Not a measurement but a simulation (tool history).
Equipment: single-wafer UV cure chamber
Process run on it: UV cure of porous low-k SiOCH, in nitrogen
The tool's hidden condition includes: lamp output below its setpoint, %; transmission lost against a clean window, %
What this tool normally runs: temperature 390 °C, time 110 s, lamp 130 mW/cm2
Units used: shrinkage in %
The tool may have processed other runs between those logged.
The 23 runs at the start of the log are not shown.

run	hour	temperature	time	lamp	wafers since the last listed run	hours since the UV bulbs were replaced	wafers since the quartz window was cleaned	shrinkage
24	534.0	390	110	130	114	1233.3	4662	10.335
# hour 566.6: UV bulbs replaced
25	567.1	397	55	130	194	0.5	4857	7.309
26	574.4	390	80	162	56	7.8	4914	9.956
# hour 584.5: quartz window cleaned
27	593.2	404	55	115	83	26.6	67	6.418
28	628.3	390	110	130	272	61.7	340	9.707
29	642.4	390	110	130	109	75.8	449	9.782
30	662.8	384	140	161	158	96.2	608	12.039
31	688.7	384	155	130	201	122.1	809	11.053
32	718.1	395	65	130	228	151.5	1037	7.530
33	742.2	390	110	130	187	175.6	1224	9.604
34	755.3	390	110	130	101	188.7	1326	9.559
# hour 783.3: quartz window cleaned, repeated, since the last time left the tool worse
35	783.8	408	145	161	159	217.2	3	13.751
36	799.7	390	110	130	123	233.1	127	11.255
37	863.1	390	110	130	492	296.5	619	11.045
38	886.2	398	55	130	179	319.6	799	7.670
39	904.5	397	110	130	142	337.9	941	11.302

Here are 4 independent what-if runs from the current tool condition. What would each one return?
A	904.9	390	110	130	3	338.3	944	?
B	904.9	409	145	161	3	338.3	944	?
C	904.9	373	110	130	3	338.3	944	?
D	904.9	390	110	158	3	338.3	944	?

run	shrinkage
A	11.023
B	13.845
C	10.689
D	11.980
Without the tool's hidden state the same runs would have given:
run	shrinkage
A	11.189
B	14.022
C	10.854
D	12.150
